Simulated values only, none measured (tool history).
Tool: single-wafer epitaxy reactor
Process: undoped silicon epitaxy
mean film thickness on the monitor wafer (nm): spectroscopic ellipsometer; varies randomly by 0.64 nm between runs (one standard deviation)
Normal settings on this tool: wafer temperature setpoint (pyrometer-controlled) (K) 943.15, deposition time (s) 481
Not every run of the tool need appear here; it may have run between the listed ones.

run    hour  wafer temperature setpoint (pyrometer-controlled) (K)  deposition time (s)  wafers since the last listed run  hours since the last pyrometer calibration  hours since the gauge calibration  read-back reference wafer on the same gauge, thickness_nm  mean film thickness on the monitor wafer (nm)
  1       0                                                 943.15                  481                                 0                                       222.6                              550.2                                                    129.068                                        113.302
  2    47.7                                                 943.15                  546                               212                                       270.3                              597.9                                                     128.84                                        127.515
  3   148.1                                                 943.15                  546                               448                                       370.7                              698.3                                                      128.9                                          129.3
  4   235.5                                                 947.15                  526                               390                                       458.1                              785.7                                                    128.811                                        134.408
  5     315                                                 943.15                  528                               354                                       537.6                              865.2                                                     129.16                                        126.169
  6   403.3                                                 943.15                  528                               394                                       625.9                              953.5                                                    128.978                                        125.871
  7   492.2                                                 943.15                  528                               396                                       714.8                             1042.4                                                    129.001                                        125.782
      548.6  -- gauge calibrated
  8   577.4                                                 943.15                  481                               380                                         800                               28.8                                                    128.966                                        114.702
  9   614.2                                                 943.15                  452                               164                                       836.8                               65.6                                                    128.754                                        108.986
 10   685.6                                                 943.15                  452                               318                                       908.2                                137                                                    129.139                                        108.633
 11   768.1                                                 943.15                  452                               368                                       990.7                              219.5                                                    128.906                                        108.175
      843.8  -- pyrometer calibrated
 12   852.1                                                 950.15                  481                               339                                         8.3                              303.5                                                     129.21                                        124.933
 13   891.1                                                 957.15                  427                               174                                        47.3                              342.5                                                    128.979                                        128.757
 14   933.2                                                 949.15                  448                               187                                        89.4                              384.6                                                    129.207                                        116.848
 15   991.2                                                 943.15                  481                               258                                       147.4                              442.6                                                    129.128                                         113.16
 16  1079.8                                                 952.15                  527                               395                                         236                              531.2                                                    128.853                                        145.924
 17  1184.6                                                 943.15                  437                               467                                       340.8                                636                                                    129.041                                        103.444
 18  1257.3                                                 932.15                  540                               324                                       413.5                              708.7                                                    129.004                                        105.035
     1409.7  -- gauge calibrated
 19  1441.1                                                 931.15                  457                               820                                       597.3                               31.4                                                    128.905                                         87.347
 20  1516.6                                                 957.15                  430                               337                                       672.8                              106.9                                                    128.941                                         132.75
 21  1572.5                                                 928.15                  550                               249                                       728.7                              162.8                                                     128.95                                         99.389
 22  1637.6                                                 943.15                  481                               290                                       793.8                              227.9                                                    129.007                                        114.357
     1701.8  -- pyrometer calibrated
 23  1725.4                                                 929.15                  481                               356                                        23.6                              315.7                                                    129.078                                         86.362
 24  1830.3                                                 934.15                  453                               468                                       128.5                              420.6                                                    129.033                                         89.759

4 options for the next run, each taken on its own from the tool as it stands now. Forecast them:
  A  1830.8                                                 943.15                  537                                 2                                         129                              421.1                                                          ?                                              ?
  B  1830.8                                                 943.15                  415                                 2                                         129                              421.1                                                          ?                                              ?
  C  1830.8                                                 957.15                  514                                 2                                         129                              421.1                                                          ?                                              ?
  D  1830.8                                                 949.15                  445                                 2                                         129                              421.1                                                          ?                                              ?

run  read-back reference wafer on the same gauge, thickness_nm  mean film thickness on the monitor wafer (nm)
  A                                                    129.013                                        126.601
  B                                                    129.013                                         97.839
  C                                                    129.013                                         156.14
  D                                                    129.013                                        117.045
Without the tool's hidden state the same runs would have given:
run  mean film thickness on the monitor wafer (nm)
  A                                        124.812
  B                                         96.456
  C                                         153.99
  D                                         115.41
